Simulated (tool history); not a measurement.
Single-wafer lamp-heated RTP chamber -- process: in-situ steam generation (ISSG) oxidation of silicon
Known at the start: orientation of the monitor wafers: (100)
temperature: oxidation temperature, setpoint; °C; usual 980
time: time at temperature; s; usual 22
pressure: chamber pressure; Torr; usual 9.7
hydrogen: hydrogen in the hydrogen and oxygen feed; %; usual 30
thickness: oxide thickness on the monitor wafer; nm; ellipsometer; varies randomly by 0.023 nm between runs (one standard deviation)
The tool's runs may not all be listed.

run,hour,temperature,time,pressure,hydrogen,wafers since the last listed run,wafers since the last pyrometer calibration,hours since the pressure gauge was zeroed,hours since the hydrogen flow controller was replaced,hours since the gauge calibration,"read-back reference wafer on the same gauge, thickness",thickness
1,0,980,22,9.7,32,0,5158,159.6,2843.2,2008.1,4.798,5.512
2,54,980,22,10.2,30,543,5702,213.6,2897.2,2062.1,4.801,5.404
3,87.4,980,22,10.2,30,336,6038,247,2930.6,2095.5,4.8,5.387
4,143.3,980,22,9.3,30,562,6601,302.9,2986.5,2151.4,4.805,5.469
5,183,980,22,9.3,30,399,7001,342.6,3026.2,2191.1,4.797,5.461
# hour 200.8: pyrometer window cleaned and pyrometer calibrated
6,334,980,22,9.3,30,1439,1340,493.6,3177.2,2342.1,4.805,5.48
7,375.3,965,22,9.7,30,415,1756,534.9,3218.5,2383.4,4.798,5.194
8,401.5,980,17,9.7,32,263,2020,561.1,3244.7,2409.6,4.804,4.94
9,470.2,980,22,8.6,27,691,2711,629.8,3313.4,2478.3,4.792,5.392
10,513,966,26,8.4,30,430,3142,672.6,3356.2,2521.1,4.798,5.697
# hour 537.7: hydrogen flow controller replaced
11,551.2,980,25,9.7,30,304,3446,710.8,13.5,2559.3,4.793,5.788
12,610.8,980,22,10.2,30,600,4046,770.4,73.1,2618.9,4.795,5.373
13,647.6,980,22,9.7,30,370,4417,807.2,109.9,2655.7,4.793,5.496
14,684.9,989,17,9.7,30,375,4792,844.5,147.2,2693,4.79,5.003
15,751.8,980,27,9.7,30,673,5466,911.4,214.1,2759.9,4.786,5.947
# hour 784.5: gauge calibrated
16,785.2,980,22,9.7,30,336,5802,944.8,247.5,0.7,4.957,5.574
# hour 842: pyrometer window cleaned and pyrometer calibrated
17,842.5,962,17,9.7,30,496,5,1002.1,304.8,58,4.936,4.732
18,899.4,980,22,9.7,30,572,578,1059,361.7,114.9,4.942,5.583
19,941.4,980,22,9.7,30,422,1001,1101,403.7,156.9,4.937,5.612
20,1000,980,22,9.3,30,589,1591,1159.6,462.3,215.5,4.922,5.616
21,1061.5,980,18,10.2,30,619,2210,1221.1,523.8,277,4.918,4.997
22,1089.7,980,15,9.7,21,283,2494,1249.3,552,305.2,4.903,4.369
23,1118.6,980,22,9.7,30,290,2785,1278.2,580.9,334.1,4.906,5.609
24,1176.3,997,22,8.6,24,580,3366,1335.9,638.6,391.8,4.904,5.723
25,1214.8,970,30,10.2,32,387,3753,1374.4,677.1,430.3,4.9,6.186
26,1267.4,980,22,9.7,30,529,4283,1427,729.7,482.9,4.893,5.572
27,1307.7,980,22,9.7,30,405,4689,1467.3,770,523.2,4.875,5.526
28,1389.5,998,27,8.6,23,823,5512,1549.1,851.8,605,4.885,6.265
29,1446.3,980,22,9.7,21,571,6084,1605.9,908.6,661.8,4.872,5.122
30,1500,980,28,9.7,32,540,6625,1659.6,962.3,715.5,4.856,6.221
# hour 1520: pyrometer window cleaned and pyrometer calibrated
# hour 1520.5: pressure gauge zeroed
31,1568.8,980,22,9.7,30,607,486,48.3,1031.1,784.3,4.858,5.515

Below are 4 alternative next runs, each starting from the tool's condition after run 31. Predict each:
A,1569.3,980,22,9.7,30,5,491,48.8,1031.6,784.8,?,?
B,1569.3,980,22,8.5,30,5,491,48.8,1031.6,784.8,?,?
C,1569.3,965,18,8.4,32,5,491,48.8,1031.6,784.8,?,?
D,1569.3,980,22,9.7,22,5,491,48.8,1031.6,784.8,?,?

run,"read-back reference wafer on the same gauge, thickness",thickness
A,4.853,5.475
B,4.853,5.592
C,4.853,4.972
D,4.853,5.113
Without the tool's unlogged condition, the same runs would have read:
run,thickness
A,5.596
B,5.716
C,5.082
D,5.226
